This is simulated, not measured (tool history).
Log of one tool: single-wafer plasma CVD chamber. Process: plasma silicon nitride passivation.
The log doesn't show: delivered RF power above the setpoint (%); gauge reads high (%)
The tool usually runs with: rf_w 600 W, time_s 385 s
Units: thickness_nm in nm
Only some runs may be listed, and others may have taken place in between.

run,hour,rf_w,time_s,wafers since the last listed run,hours since the last RF generator calibration,hours since the showerhead was replaced,hours since the gauge calibration,"read-back reference wafer on the same gauge, thickness_nm",thickness_nm
1,0.0,600,385,0,582.7,4880.8,395.4,578.123,608.623
2,17.1,600,385,98,599.8,4897.9,412.5,577.889,610.566
3,31.9,600,385,85,614.6,4912.7,427.3,577.720,612.481
4,66.1,600,385,197,648.8,4946.9,461.5,577.678,611.119
5,92.6,600,385,152,675.3,4973.4,488.0,577.836,609.383
6,127.3,600,385,200,710.0,5008.1,522.7,578.093,608.006
7,143.1,600,446,91,725.8,5023.9,538.5,577.970,705.819
8,155.8,600,446,73,738.5,5036.6,551.2,577.915,707.310
9,176.1,650,385,117,758.8,5056.9,571.5,577.853,620.046
10,196.5,650,385,117,779.2,5077.3,591.9,577.873,620.156
11,212.1,650,385,89,794.8,5092.9,607.5,578.068,620.997
# hour 220.7: gauge calibrated
12,240.3,600,385,162,823.0,5121.1,19.6,577.982,610.173
13,255.8,600,385,89,838.5,5136.6,35.1,578.097,607.024
14,274.8,710,412,109,857.5,5155.6,54.1,578.113,682.563
15,307.3,530,318,187,890.0,5188.1,86.6,578.142,483.554
16,329.8,600,385,129,912.5,5210.6,109.1,577.929,601.766
17,362.7,545,450,189,945.4,5243.5,142.0,578.141,689.208
18,376.1,540,361,77,958.8,5256.9,155.4,577.710,551.193
19,401.9,600,385,148,984.6,5282.7,181.2,578.217,604.036
20,435.1,510,348,191,1017.8,5315.9,214.4,577.785,520.679
# hour 448.4: RF generator calibrated
21,466.3,510,348,133,17.9,5347.1,245.6,577.986,533.908
# hour 495.2: showerhead replaced
22,505.3,705,385,178,56.9,10.1,284.6,577.921,646.241
23,537.4,520,415,185,89.0,42.2,316.7,577.753,641.995
24,559.1,720,451,125,110.7,63.9,338.4,577.961,759.180
25,594.9,480,429,206,146.5,99.7,374.2,578.418,646.950
26,623.3,545,385,163,174.9,128.1,402.6,577.691,600.466
27,636.8,600,333,77,188.4,141.6,416.1,578.053,532.527

For each entry between runs, how does the tool's hidden state at the last listed run before it compare with that at the first listed run after it?
Logged between run 11 and run 12: gauge calibrated (hour 220.7)
  delivered RF power above the setpoint (%): -6.14 -> -6.35
  measured value less the no-hidden-state value, thickness_nm: -11.267 -> -11.468 nm
Logged between run 20 and run 21: RF generator calibrated (hour 448.4)
  delivered RF power above the setpoint (%): -7.81 -> -0.73
  measured value less the no-hidden-state value, thickness_nm: -12.154 -> -1.113 nm
Logged between run 21 and run 22: showerhead replaced (hour 495.2)
  delivered RF power above the setpoint (%): -0.73 -> -1.02
  measured value less the no-hidden-state value, thickness_nm: -1.113 -> -1.891 nm

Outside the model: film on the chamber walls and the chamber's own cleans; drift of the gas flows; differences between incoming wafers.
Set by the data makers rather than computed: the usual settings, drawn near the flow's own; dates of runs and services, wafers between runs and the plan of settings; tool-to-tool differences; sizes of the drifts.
